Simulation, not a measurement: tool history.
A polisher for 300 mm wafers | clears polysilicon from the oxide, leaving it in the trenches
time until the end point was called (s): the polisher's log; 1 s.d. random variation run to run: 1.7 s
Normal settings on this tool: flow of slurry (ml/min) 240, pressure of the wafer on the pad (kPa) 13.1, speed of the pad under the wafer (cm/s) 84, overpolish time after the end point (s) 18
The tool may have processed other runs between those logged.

run	hour	flow of slurry (ml/min)	pressure of the wafer on the pad (kPa)	speed of the pad under the wafer (cm/s)	overpolish time after the end point (s)	wafers since the last listed run	wafers polished on this pad	hours since the slurry nozzle was cleaned	hours since the head pressure was calibrated	incoming thickness of the incoming film, nm	time until the end point was called (s)
1	0.0	240	13.1	84	18	0	1357	346.3	84.4	701.9	93.2
2	13.8	240	13.1	84	18	125	1482	360.1	98.2	719.1	93.7
3	35.2	240	13.1	84	18	194	1676	381.5	119.6	710.0	92.2
4	56.3	240	11.7	84	18	191	1868	402.6	140.7	711.6	105.6
# hour 77.2: slurry nozzle cleaned
5	77.6	240	13.1	84	26	184	2052	0.4	162.0	699.5	93.1
6	91.0	240	13.1	84	26	121	2173	13.8	175.4	715.2	97.3
# hour 96.4: worn pad replaced by a new one
7	125.1	240	13.1	84	26	273	259	47.9	209.5	708.0	92.4
8	159.6	240	13.1	84	18	312	572	82.4	244.0	710.8	95.8
9	174.5	175	13.1	84	18	135	708	97.3	258.9	697.4	99.0
10	208.4	175	13.1	84	18	307	1015	131.2	292.8	700.0	103.2
11	235.1	175	13.1	84	18	242	1257	157.9	319.5	721.0	103.0
12	270.7	240	13.1	70	18	322	1580	193.5	355.1	708.1	116.9
13	290.0	240	13.1	70	18	175	1755	212.8	374.4	710.5	119.3
# hour 316.3: worn pad replaced by a new one
14	316.8	240	13.1	84	18	206	4	239.6	401.2	709.0	98.8
15	329.1	240	13.1	84	18	111	116	251.9	413.5	701.5	97.8
16	358.2	320	13.1	84	18	263	380	281.0	442.6	715.3	98.5
17	379.9	180	13.1	84	18	196	577	302.7	464.3	702.9	102.1
18	403.5	285	11.7	94	13	214	791	326.3	487.9	700.3	97.8
# hour 409.7: head pressure recalibrated
19	430.5	240	13.1	84	18	226	1018	353.3	20.8	714.4	95.1
20	457.7	320	13.1	84	18	246	1264	380.5	48.0	709.0	86.4
21	489.0	320	16.5	84	18	283	1548	411.8	79.3	715.6	68.7
22	503.3	240	17.9	84	18	129	1678	426.1	93.6	695.3	64.8
23	518.5	195	13.1	84	18	137	1816	441.3	108.8	713.4	92.4
24	537.0	240	10.3	108	18	167	1984	459.8	127.3	719.4	89.9
25	567.9	240	13.1	84	18	280	2264	490.7	158.2	712.1	93.2
# hour 572.6: worn pad replaced by a new one
26	587.0	305	9.7	70	18	136	131	509.8	177.3	709.6	151.1
# hour 599.2: slurry nozzle cleaned
27	622.0	240	13.1	102	18	308	439	22.8	212.3	701.6	77.0
28	653.5	240	13.1	74	14	285	725	54.3	243.8	711.9	109.3
29	675.8	185	13.1	84	12	202	927	76.6	266.1	704.8	100.1
30	695.8	240	17.2	64	15	181	1108	96.6	286.1	709.5	95.1
31	727.2	240	13.1	102	18	284	1393	128.0	317.5	700.6	77.9
32	756.8	175	13.1	84	18	268	1662	157.6	347.1	701.5	95.6
33	791.6	240	13.1	98	29	315	1977	192.4	381.9	710.2	85.3
34	805.0	240	13.1	84	18	121	2099	205.8	395.3	701.4	97.6
# hour 830.7: worn pad replaced by a new one
35	840.7	240	13.1	84	18	287	90	241.5	431.0	713.4	101.0
36	874.8	310	14.5	114	15	309	400	275.6	465.1	706.4	64.4

3 ways to go on from here, each from the tool as it stands after run 36. What would each give?
A	875.2	240	13.1	84	18	3	403	276.0	465.5	709.6	?
B	875.2	240	16.5	112	18	3	403	276.0	465.5	709.6	?
C	875.2	270	9.7	110	18	3	403	276.0	465.5	709.6	?

run	time until the end point was called (s)
A	98.3
B	58.4
C	100.5
With the hidden condition removed and each run's random variation left untouched, the same runs would have given:
run	time until the end point was called (s)
A	89.7
B	53.2
C	91.7
